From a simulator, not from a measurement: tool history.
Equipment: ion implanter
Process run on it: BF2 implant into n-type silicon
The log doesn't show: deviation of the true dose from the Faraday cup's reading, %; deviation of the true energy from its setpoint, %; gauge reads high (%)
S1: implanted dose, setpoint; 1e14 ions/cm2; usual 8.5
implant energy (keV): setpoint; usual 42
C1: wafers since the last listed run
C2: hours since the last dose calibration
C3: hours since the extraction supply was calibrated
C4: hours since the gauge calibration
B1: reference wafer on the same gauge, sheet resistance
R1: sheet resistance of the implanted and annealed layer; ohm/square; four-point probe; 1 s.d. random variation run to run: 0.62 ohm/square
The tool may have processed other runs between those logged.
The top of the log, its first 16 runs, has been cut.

run 17 hour=371.9 | S1=6.35 implant_energy_(keV)=53.5 | C1=848 C2=1581.6 C3=4971.1 C4=126.8 | B1=168.14 | R1=200.29
run 18 hour=399.5 | S1=9.6 implant_energy_(keV)=28 | C1=1176 C2=1609.2 C3=4998.7 C4=154.4 | B1=167.95 | R1=164.85
run 19 hour=420.5 | S1=7.12 implant_energy_(keV)=33.5 | C1=895 C2=1630.2 C3=5019.7 C4=175.4 | B1=168.11 | R1=194.06
run 20 hour=445.7 | S1=6.02 implant_energy_(keV)=42 | C1=1074 C2=1655.4 C3=5044.9 C4=200.6 | B1=168.11 | R1=214.51
run 21 hour=460.3 | S1=10.99 implant_energy_(keV)=50.5 | C1=622 C2=1670 C3=5059.5 C4=215.2 | B1=168.21 | R1=129.45
run 22 hour=494.3 | S1=10.99 implant_energy_(keV)=51 | C1=1449 C2=1704 C3=5093.5 C4=249.2 | B1=168.1 | R1=129.29
-- hour=507.2 extraction supply calibrated
run 23 hour=511.9 | S1=8.5 implant_energy_(keV)=42 | C1=409 C2=1721.6 C3=4.7 C4=266.8 | B1=167.98 | R1=162.8
run 24 hour=538.6 | S1=8.5 implant_energy_(keV)=46.5 | C1=1138 C2=1748.3 C3=31.4 C4=293.5 | B1=167.76 | R1=158.87
-- hour=548.1 Faraday cup replaced and dose calibrated
run 25 hour=563.7 | S1=8.5 implant_energy_(keV)=42 | C1=728 C2=15.6 C3=56.5 C4=318.6 | B1=168.02 | R1=155.76
run 26 hour=599.4 | S1=9.72 implant_energy_(keV)=45.5 | C1=1521 C2=51.3 C3=92.2 C4=354.3 | B1=168.03 | R1=138.29
run 27 hour=633.4 | S1=8.5 implant_energy_(keV)=42 | C1=1449 C2=85.3 C3=126.2 C4=388.3 | B1=167.95 | R1=156.17
run 28 hour=666.5 | S1=8.5 implant_energy_(keV)=42 | C1=1410 C2=118.4 C3=159.3 C4=421.4 | B1=168.02 | R1=157.12
run 29 hour=691.4 | S1=6.41 implant_energy_(keV)=56 | C1=1061 C2=143.3 C3=184.2 C4=446.3 | B1=168.04 | R1=190.32
run 30 hour=708.7 | S1=9.79 implant_energy_(keV)=51 | C1=737 C2=160.6 C3=201.5 C4=463.6 | B1=167.91 | R1=136.72
run 31 hour=737.6 | S1=7.61 implant_energy_(keV)=49.5 | C1=1231 C2=189.5 C3=230.4 C4=492.5 | B1=167.93 | R1=166.06
run 32 hour=752.9 | S1=7.26 implant_energy_(keV)=30.5 | C1=652 C2=204.8 C3=245.7 C4=507.8 | B1=167.9 | R1=188.26
run 33 hour=775.9 | S1=6.84 implant_energy_(keV)=49.5 | C1=980 C2=227.8 C3=268.7 C4=530.8 | B1=168.07 | R1=181.02
run 34 hour=796.5 | S1=8.5 implant_energy_(keV)=42 | C1=878 C2=248.4 C3=289.3 C4=551.4 | B1=168.1 | R1=155.87
run 35 hour=817.5 | S1=7.69 implant_energy_(keV)=42 | C1=895 C2=269.4 C3=310.3 C4=572.4 | B1=168.12 | R1=168.53
run 36 hour=829.6 | S1=8.5 implant_energy_(keV)=42 | C1=515 C2=281.5 C3=322.4 C4=584.5 | B1=167.72 | R1=155.17
run 37 hour=863.7 | S1=8.5 implant_energy_(keV)=42 | C1=1453 C2=315.6 C3=356.5 C4=618.6 | B1=167.98 | R1=156.35

Here are 4 independent what-if runs from the current tool condition. What would each one return?
run A hour=864.1 | S1=8.5 implant_energy_(keV)=42 | C1=17 C2=316 C3=356.9 C4=619 | B1=? | R1=?
run B hour=864.1 | S1=9.98 implant_energy_(keV)=27.5 | C1=17 C2=316 C3=356.9 C4=619 | B1=? | R1=?
run C hour=864.1 | S1=10.65 implant_energy_(keV)=31.5 | C1=17 C2=316 C3=356.9 C4=619 | B1=? | R1=?
run D hour=864.1 | S1=9.28 implant_energy_(keV)=51.5 | C1=17 C2=316 C3=356.9 C4=619 | B1=? | R1=?

run=A B1=168.07 R1=157.01
run=B B1=168.07 R1=158.49
run=C B1=168.07 R1=146.56
run=D B1=168.07 R1=141.7
What these runs would have given with no unlogged condition in the tool:
run=A R1=157.39
run=B R1=158.76
run=C R1=146.81
run=D R1=142.06

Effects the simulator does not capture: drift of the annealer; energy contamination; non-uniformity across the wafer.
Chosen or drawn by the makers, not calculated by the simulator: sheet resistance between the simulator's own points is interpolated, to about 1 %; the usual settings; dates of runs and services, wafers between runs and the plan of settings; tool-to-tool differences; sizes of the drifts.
